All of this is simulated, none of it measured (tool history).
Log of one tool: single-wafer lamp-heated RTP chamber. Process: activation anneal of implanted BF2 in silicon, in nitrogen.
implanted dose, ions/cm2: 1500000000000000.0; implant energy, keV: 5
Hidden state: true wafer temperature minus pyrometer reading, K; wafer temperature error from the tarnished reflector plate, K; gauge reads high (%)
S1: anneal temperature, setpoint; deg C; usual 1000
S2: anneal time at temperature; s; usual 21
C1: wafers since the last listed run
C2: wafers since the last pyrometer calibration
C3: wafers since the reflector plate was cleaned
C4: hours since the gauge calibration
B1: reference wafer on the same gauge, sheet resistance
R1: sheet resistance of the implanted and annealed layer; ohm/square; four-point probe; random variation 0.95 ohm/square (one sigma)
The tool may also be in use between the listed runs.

run 1 day=0 | S1=985 S2=21 | C1=0 C2=1961 C3=5457 C4=181.4 | B1=273.97 | R1=319.18
run 2 day=0.479 | S1=1000 S2=26 | C1=201 C2=2162 C3=5658 C4=192.9 | B1=273.8 | R1=240.53
run 3 day=1.046 | S1=1000 S2=14 | C1=238 C2=2401 C3=5897 C4=206.5 | B1=273.87 | R1=297.86
run 4 day=1.483 | S1=1000 S2=14 | C1=183 C2=2585 C3=6081 C4=217 | B1=274.14 | R1=298.39
run 5 day=1.8 | S1=1000 S2=14 | C1=133 C2=2718 C3=6214 C4=224.6 | B1=274.07 | R1=297.85
run 6 day=2.25 | S1=983 S2=21 | C1=189 C2=2907 C3=6403 C4=235.4 | B1=273.71 | R1=328.33
run 7 day=2.529 | S1=983 S2=21 | C1=117 C2=3025 C3=6520 C4=242.1 | B1=273.95 | R1=328.41
run 8 day=3.188 | S1=983 S2=21 | C1=276 C2=3301 C3=6797 C4=257.9 | B1=274.19 | R1=327.44
run 9 day=3.446 | S1=1000 S2=24 | C1=108 C2=3410 C3=6906 C4=264.1 | B1=273.8 | R1=246.34
run 10 day=3.704 | S1=1000 S2=21 | C1=108 C2=3519 C3=7015 C4=270.3 | B1=273.52 | R1=259.57
run 11 day=4.233 | S1=1000 S2=21 | C1=222 C2=3741 C3=7237 C4=283 | B1=274.01 | R1=259.14
run 12 day=4.979 | S1=1000 S2=21 | C1=313 C2=4055 C3=7551 C4=300.9 | B1=274.08 | R1=259.94
run 13 day=5.412 | S1=1000 S2=21 | C1=182 C2=4237 C3=7733 C4=311.3 | B1=274.06 | R1=259.75
run 14 day=6.125 | S1=1000 S2=21 | C1=299 C2=4537 C3=8033 C4=328.4 | B1=273.84 | R1=259.36
run 15 day=6.742 | S1=1000 S2=21 | C1=259 C2=4796 C3=8292 C4=343.2 | B1=273.83 | R1=257.41
run 16 day=7.262 | S1=1024 S2=21 | C1=219 C2=5015 C3=8511 C4=355.7 | B1=274.15 | R1=193.74
run 17 day=7.779 | S1=984 S2=17 | C1=217 C2=5232 C3=8728 C4=368.1 | B1=273.82 | R1=343.77
run 18 day=8.112 | S1=1024 S2=21 | C1=140 C2=5373 C3=8868 C4=376.1 | B1=273.91 | R1=193.25
run 19 day=8.733 | S1=1000 S2=17 | C1=261 C2=5634 C3=9129 C4=391 | B1=273.88 | R1=278.93
-- day=9.108 gauge calibrated
run 20 day=9.462 | S1=992 S2=12 | C1=306 C2=5940 C3=9436 C4=8.5 | B1=274.19 | R1=344.93
-- day=9.962 pyrometer window cleaned and pyrometer calibrated
run 21 day=9.983 | S1=1000 S2=21 | C1=78 C2=9 C3=9515 C4=21 | B1=274.13 | R1=261
-- day=10.883 reflector plate cleaned
run 22 day=10.904 | S1=1017 S2=16 | C1=247 C2=256 C3=8 C4=43.1 | B1=273.84 | R1=230.15
run 23 day=11.05 | S1=1000 S2=21 | C1=61 C2=317 C3=69 C4=46.6 | B1=274.22 | R1=259.04
run 24 day=11.321 | S1=1015 S2=31 | C1=113 C2=431 C3=183 C4=53.1 | B1=274.33 | R1=186.66
run 25 day=11.854 | S1=984 S2=21 | C1=224 C2=656 C3=407 C4=65.9 | B1=274.23 | R1=322.7
run 26 day=12.388 | S1=1000 S2=25 | C1=224 C2=880 C3=632 C4=78.7 | B1=274.21 | R1=243.58
run 27 day=12.775 | S1=1010 S2=10 | C1=162 C2=1043 C3=795 C4=88 | B1=274.01 | R1=295.58
run 28 day=13.267 | S1=1009 S2=28 | C1=206 C2=1250 C3=1001 C4=99.8 | B1=273.67 | R1=207.24
run 29 day=13.875 | S1=990 S2=28 | C1=255 C2=1505 C3=1257 C4=114.4 | B1=273.95 | R1=269.15
run 30 day=14.508 | S1=990 S2=31 | C1=266 C2=1772 C3=1524 C4=129.6 | B1=273.84 | R1=261.12

How the hidden state differs across the entries between the runs, from the last listed run before each to the first after it:
Between runs 19 and 20: gauge calibrated (day 9.108)
  no hidden state differs between the two runs
Between runs 20 and 21: pyrometer window cleaned and pyrometer calibrated (day 9.962)
  no hidden state differs between the two runs
Between runs 21 and 22: reflector plate cleaned (day 10.883)
  no hidden state differs between the two runs

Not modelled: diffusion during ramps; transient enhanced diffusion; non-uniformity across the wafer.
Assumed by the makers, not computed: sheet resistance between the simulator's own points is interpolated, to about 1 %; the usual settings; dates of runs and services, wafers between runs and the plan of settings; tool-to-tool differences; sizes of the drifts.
